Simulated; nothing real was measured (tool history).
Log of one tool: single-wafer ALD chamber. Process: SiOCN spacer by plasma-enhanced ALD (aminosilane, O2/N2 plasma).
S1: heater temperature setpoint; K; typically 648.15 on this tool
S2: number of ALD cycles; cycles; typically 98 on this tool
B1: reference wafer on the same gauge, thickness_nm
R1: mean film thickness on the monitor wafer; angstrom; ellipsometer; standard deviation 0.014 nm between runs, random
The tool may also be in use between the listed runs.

run    hour      S1   S2     B1     R1
  1       0  648.15   98  4.559  55.23
  2    34.4  648.15   98  4.562  55.18
  3    87.1  648.15   98  4.562  55.46
  4   132.3  648.15   98  4.566  55.15
  5   169.5  648.15   98  4.569  55.15
  6   195.8  648.15   98  4.569  55.04
  7   221.1  648.15   98  4.574  55.47
  8   265.3  648.15   98  4.572  55.46
  9   334.3  648.15   98  4.578  55.26
 10   369.2  648.15   98  4.578  55.59
 11     423  648.15   98  4.584  55.48
 12   493.1  648.15   98  4.584  55.26
 13     603  648.15   98  4.593  55.66
 14   649.4  648.15   98  4.596  55.64
 15   680.1  648.15   98  4.602  55.73
      708.3  -- gauge calibrated
      744.3  -- thermocouple changed; heater temperature recalibrated
 16   835.9  648.15   98  4.527  54.89
 17   913.2  648.15   98  4.533  55.06
 18   957.3  651.15   98  4.534  55.08
 19  1002.1  648.15   98  4.537  54.94
 20    1035  635.15   89  4.539  49.85
 21  1065.5  639.15   98  4.542  55.05
 22  1098.8  661.15   80  4.544  45.06
 23    1130  648.15  104  4.542  58.44
 24  1173.1  637.15   81  4.548  45.43
 25  1235.7  638.15   98  4.551  54.96
 26  1281.8  648.15   84  4.556  47.39
 27  1340.7  651.15   98   4.56  55.31
 28  1386.2  648.15   98  4.561  55.27
 29  1419.7  634.15   98  4.564  55.25
 30  1447.3  641.15  117  4.564  65.78
 31  1475.3  648.15   98  4.566  55.38
 32  1511.4  658.15  109  4.567  61.57
 33  1542.4  635.15   84  4.569  47.41
 34  1567.9  653.15   98  4.572  55.31
 35  1604.8  657.15   87  4.575   49.3
 36  1647.5  648.15   98  4.578   55.6
 37  1714.2  637.15  103  4.582  58.34
 38  1757.6  656.15  113  4.589  64.17

State the hidden condition of the tool at each of the runs:
wafer temperature above the value expected at the setpoint (K): 0 in every run
H1: gauge reads high (%)
run     H1
  1   1.07
  2   1.11
  3   1.19
  4   1.25
  5    1.3
  6   1.34
  7   1.37
  8   1.43
  9   1.53
 10   1.57
 11   1.65
 12   1.74
 13   1.89
 14   1.96
 15      2
 16  0.375
 17  0.481
 18  0.542
 19  0.603
 20  0.648
 21   0.69
 22  0.736
 23  0.779
 24  0.838
 25  0.924
 26  0.987
 27   1.07
 28   1.13
 29   1.18
 30   1.21
 31   1.25
 32    1.3
 33   1.35
 34   1.38
 35   1.43
 36   1.49
 37   1.58
 38   1.64
